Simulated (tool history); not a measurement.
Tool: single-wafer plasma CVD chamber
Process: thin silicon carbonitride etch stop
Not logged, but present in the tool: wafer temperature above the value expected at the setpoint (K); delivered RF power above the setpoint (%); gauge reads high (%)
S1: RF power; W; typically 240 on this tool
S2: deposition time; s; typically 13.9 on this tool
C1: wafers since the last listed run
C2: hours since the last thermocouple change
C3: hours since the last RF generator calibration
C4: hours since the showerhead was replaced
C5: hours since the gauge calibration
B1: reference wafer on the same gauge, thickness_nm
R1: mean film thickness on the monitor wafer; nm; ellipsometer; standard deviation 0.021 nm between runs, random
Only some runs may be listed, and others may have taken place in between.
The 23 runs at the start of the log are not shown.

run	hour	S1	S2	C1	C2	C3	C4	C5	B1	R1
24	726.1	195	14.7	514	358.7	416.0	72.4	344.1	7.982	9.406
25	752.0	225	11.6	380	384.6	441.9	98.3	370.0	7.978	7.554
26	785.1	240	13.9	486	417.7	475.0	131.4	403.1	7.981	9.103
27	809.3	205	11.3	355	441.9	499.2	155.6	427.3	7.979	7.272
28	832.7	195	16.2	344	465.3	522.6	179.0	450.7	7.983	10.332
29	854.1	270	15.1	314	486.7	544.0	200.4	472.1	7.979	10.061
30	875.9	260	12.2	320	508.5	565.8	222.2	493.9	7.978	8.066
31	908.3	240	15.3	476	540.9	598.2	254.6	526.3	7.981	10.036
32	934.0	240	13.9	377	566.6	623.9	280.3	552.0	7.974	9.127

3 ways to go on from here, each from the tool as it stands after run 32. What would each give?
A	934.4	225	13.9	5	567.0	624.3	280.7	552.4	?	?
B	934.4	200	15.5	5	567.0	624.3	280.7	552.4	?	?
C	934.4	205	15.2	5	567.0	624.3	280.7	552.4	?	?

run	B1	R1
A	7.982	9.006
B	7.982	9.900
C	7.982	9.737
Without the tool's unlogged condition, the same runs would have read:
run	R1
A	9.076
B	9.978
C	9.813

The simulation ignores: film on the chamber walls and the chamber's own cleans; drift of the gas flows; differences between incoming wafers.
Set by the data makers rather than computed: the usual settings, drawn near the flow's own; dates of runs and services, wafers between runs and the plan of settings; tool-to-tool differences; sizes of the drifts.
